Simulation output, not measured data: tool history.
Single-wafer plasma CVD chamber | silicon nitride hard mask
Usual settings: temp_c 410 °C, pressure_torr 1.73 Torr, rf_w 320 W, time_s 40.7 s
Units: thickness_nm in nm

run,hour,temp_c,pressure_torr,rf_w,time_s,wafers since the last listed run,hours since the last thermocouple change,hours since the last RF generator calibration,hours since the last manometer calibration,hours since the showerhead was replaced,hours since the gauge calibration,"read-back reference wafer on the same gauge, thickness_nm",thickness_nm
1,0.0,410,1.73,320,40.7,0,1790.5,1081.7,994.8,5308.2,588.4,49.026,53.620
# hour 52.0: capacitance manometer re-zeroed and calibrated
2,70.1,410,1.73,320,40.7,1431,1860.6,1151.8,18.1,5378.3,658.5,48.964,52.723
3,163.3,410,1.73,320,40.7,2148,1953.8,1245.0,111.3,5471.5,751.7,48.970,52.994
4,264.7,410,1.73,320,40.7,2337,2055.2,1346.4,212.7,5572.9,853.1,49.002,52.961
5,341.2,398,1.73,320,40.7,1763,2131.7,1422.9,289.2,5649.4,929.6,48.968,53.088
# hour 367.4: showerhead replaced
# hour 400.1: gauge calibrated
6,405.9,410,1.73,275,40.7,1306,2196.4,1487.6,353.9,38.5,5.8,49.023,45.971
# hour 458.9: RF generator calibrated
7,479.3,410,1.73,275,40.7,1507,2269.8,20.4,427.3,111.9,79.2,49.051,46.333
8,544.0,410,1.73,320,40.7,1491,2334.5,85.1,492.0,176.6,143.9,48.991,53.382
# hour 724.9: thermocouple changed; heater temperature recalibrated
9,795.6,410,1.49,320,37.2,5614,70.7,336.7,743.6,428.2,395.5,48.997,47.294
# hour 892.4: capacitance manometer re-zeroed and calibrated
10,892.9,410,1.73,320,40.7,2058,168.0,434.0,0.5,525.5,492.8,48.961,52.577
11,937.7,410,2.04,320,40.7,1032,212.8,478.8,45.3,570.3,537.6,48.967,55.076
12,992.5,422,1.61,340,33.8,1263,267.6,533.6,100.1,625.1,592.4,48.993,44.971
13,1053.5,415,1.57,275,40.7,1406,328.6,594.6,161.1,686.1,653.4,49.024,44.780
14,1145.5,417,1.73,320,45.9,2120,420.6,686.6,253.1,778.1,745.4,49.035,59.845

5 ways to go on from here, each from the tool as it stands after run 14. What would each give?
A,1145.9,410,1.73,320,40.7,9,421.0,687.0,253.5,778.5,745.8,?,?
B,1145.9,410,1.84,320,36.8,9,421.0,687.0,253.5,778.5,745.8,?,?
C,1145.9,410,1.73,345,40.7,9,421.0,687.0,253.5,778.5,745.8,?,?
D,1145.9,410,2.16,345,36.7,9,421.0,687.0,253.5,778.5,745.8,?,?
E,1145.9,410,1.73,320,47.3,9,421.0,687.0,253.5,778.5,745.8,?,?

run,"read-back reference wafer on the same gauge, thickness_nm",thickness_nm
A,48.989,52.921
B,48.989,48.515
C,48.989,56.342
D,48.989,53.326
E,48.989,61.484
Without the tool's hidden state the same runs would have given:
run,thickness_nm
A,52.734
B,48.343
C,56.143
D,53.151
E,61.266

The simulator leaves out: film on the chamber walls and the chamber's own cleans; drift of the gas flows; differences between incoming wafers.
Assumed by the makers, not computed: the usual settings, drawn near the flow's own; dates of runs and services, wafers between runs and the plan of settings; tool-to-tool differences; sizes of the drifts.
